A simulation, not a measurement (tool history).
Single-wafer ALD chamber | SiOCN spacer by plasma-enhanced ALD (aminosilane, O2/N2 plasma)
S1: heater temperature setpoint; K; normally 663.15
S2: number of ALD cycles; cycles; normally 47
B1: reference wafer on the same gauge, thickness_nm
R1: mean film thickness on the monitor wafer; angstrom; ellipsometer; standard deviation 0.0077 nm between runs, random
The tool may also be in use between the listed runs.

{"run": 1, "day": 0.0, "S1": 663.15, "S2": 47, "B1": 2.551, "R1": 30.46}
{"run": 2, "day": 1.083, "S1": 663.15, "S2": 47, "B1": 2.549, "R1": 30.63}
{"run": 3, "day": 2.238, "S1": 663.15, "S2": 47, "B1": 2.548, "R1": 30.57}
{"run": 4, "day": 4.762, "S1": 652.15, "S2": 47, "B1": 2.545, "R1": 30.33}
{"run": 5, "day": 7.354, "S1": 652.15, "S2": 47, "B1": 2.541, "R1": 30.25}
{"run": 6, "day": 8.471, "S1": 663.15, "S2": 47, "B1": 2.54, "R1": 30.39}
{"run": 7, "day": 11.433, "S1": 663.15, "S2": 47, "B1": 2.537, "R1": 30.23}
{"run": 8, "day": 13.358, "S1": 658.15, "S2": 42, "B1": 2.533, "R1": 27.05}
{"run": 9, "day": 14.483, "S1": 658.15, "S2": 42, "B1": 2.532, "R1": 27.05}
{"run": 10, "day": 15.825, "S1": 663.15, "S2": 47, "B1": 2.531, "R1": 30.35}
{"run": 11, "day": 17.746, "S1": 663.15, "S2": 47, "B1": 2.527, "R1": 30.32}
{"run": 12, "day": 19.896, "S1": 663.15, "S2": 47, "B1": 2.525, "R1": 30.22}
{"run": 13, "day": 21.033, "S1": 654.15, "S2": 40, "B1": 2.524, "R1": 25.52}
{"run": 14, "day": 23.038, "S1": 670.15, "S2": 39, "B1": 2.52, "R1": 25.02}
{"run": 15, "day": 25.3, "S1": 663.15, "S2": 47, "B1": 2.518, "R1": 30.03}
{"day": 28.717, "done": "gauge calibrated"}
{"run": 16, "day": 34.112, "S1": 663.15, "S2": 47, "B1": 2.565, "R1": 30.7}
{"run": 17, "day": 36.925, "S1": 675.15, "S2": 47, "B1": 2.562, "R1": 30.24}
{"run": 18, "day": 38.996, "S1": 648.15, "S2": 54, "B1": 2.559, "R1": 34.97}
{"run": 19, "day": 41.646, "S1": 673.15, "S2": 38, "B1": 2.554, "R1": 24.6}
{"day": 43.608, "done": "thermocouple changed; heater temperature recalibrated"}
{"run": 20, "day": 44.208, "S1": 652.15, "S2": 47, "B1": 2.551, "R1": 30.46}
{"run": 21, "day": 50.538, "S1": 649.15, "S2": 53, "B1": 2.544, "R1": 34.23}
{"run": 22, "day": 52.608, "S1": 648.15, "S2": 52, "B1": 2.541, "R1": 33.65}
{"run": 23, "day": 55.396, "S1": 663.15, "S2": 47, "B1": 2.536, "R1": 30.31}
{"run": 24, "day": 56.608, "S1": 663.15, "S2": 47, "B1": 2.534, "R1": 30.37}
{"run": 25, "day": 57.917, "S1": 663.15, "S2": 39, "B1": 2.535, "R1": 25.05}

Below are 3 alternative next runs, each starting from the tool's condition after run 25. Predict each:
{"run": "A", "day": 57.938, "S1": 663.15, "S2": 47, "B1": "?", "R1": "?"}
{"run": "B", "day": 57.938, "S1": 654.15, "S2": 42, "B1": "?", "R1": "?"}
{"run": "C", "day": 57.938, "S1": 675.15, "S2": 53, "B1": "?", "R1": "?"}

run=A B1=2.536 R1=30.31
run=B B1=2.536 R1=27.09
run=C B1=2.536 R1=33.81
Had the tool no hidden state, the same runs would have come out as:
run=A R1=30.75
run=B R1=27.48
run=C R1=34.29
